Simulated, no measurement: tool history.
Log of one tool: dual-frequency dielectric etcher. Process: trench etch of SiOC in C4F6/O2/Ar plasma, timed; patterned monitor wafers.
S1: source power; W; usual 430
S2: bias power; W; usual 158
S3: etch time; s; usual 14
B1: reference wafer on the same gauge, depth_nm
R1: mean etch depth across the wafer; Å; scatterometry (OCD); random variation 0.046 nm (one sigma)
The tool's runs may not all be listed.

| run | hour | S1 | S2 | S3 | B1 | R1 |
|---|---|---|---|---|---|---|
| 1 | 0.0 | 430 | 158 | 14 | 34.00 | 309.6 |
| 2 | 28.1 | 430 | 158 | 14 | 34.00 | 310.2 |
| 3 | 47.4 | 430 | 158 | 14 | 34.01 | 309.9 |
| 4 | 76.8 | 430 | 158 | 14 | 34.02 | 309.4 |
| 5 | 102.5 | 430 | 158 | 14 | 34.02 | 310.1 |
|  | 138.2 | wet clean of the chamber |
| 6 | 138.7 | 430 | 158 | 14 | 34.00 | 306.8 |
| 7 | 148.4 | 430 | 158 | 14 | 34.01 | 307.8 |
|  | 153.1 | gauge calibrated |
| 8 | 181.2 | 430 | 158 | 14 | 34.01 | 308.3 |
| 9 | 206.7 | 430 | 158 | 14 | 34.01 | 308.4 |
| 10 | 233.8 | 520 | 180 | 14 | 33.99 | 343.4 |

Run 11 comes next. What will it give?
|  | 272.9 | upper electrode replaced |
| 11 | 273.4 | 430 | 158 | 14 | ? | ? |

Run 11 gave B1 34.00, R1 308.2 Å.
Without the tool's hidden state the same run would have given R1 307.3 Å.

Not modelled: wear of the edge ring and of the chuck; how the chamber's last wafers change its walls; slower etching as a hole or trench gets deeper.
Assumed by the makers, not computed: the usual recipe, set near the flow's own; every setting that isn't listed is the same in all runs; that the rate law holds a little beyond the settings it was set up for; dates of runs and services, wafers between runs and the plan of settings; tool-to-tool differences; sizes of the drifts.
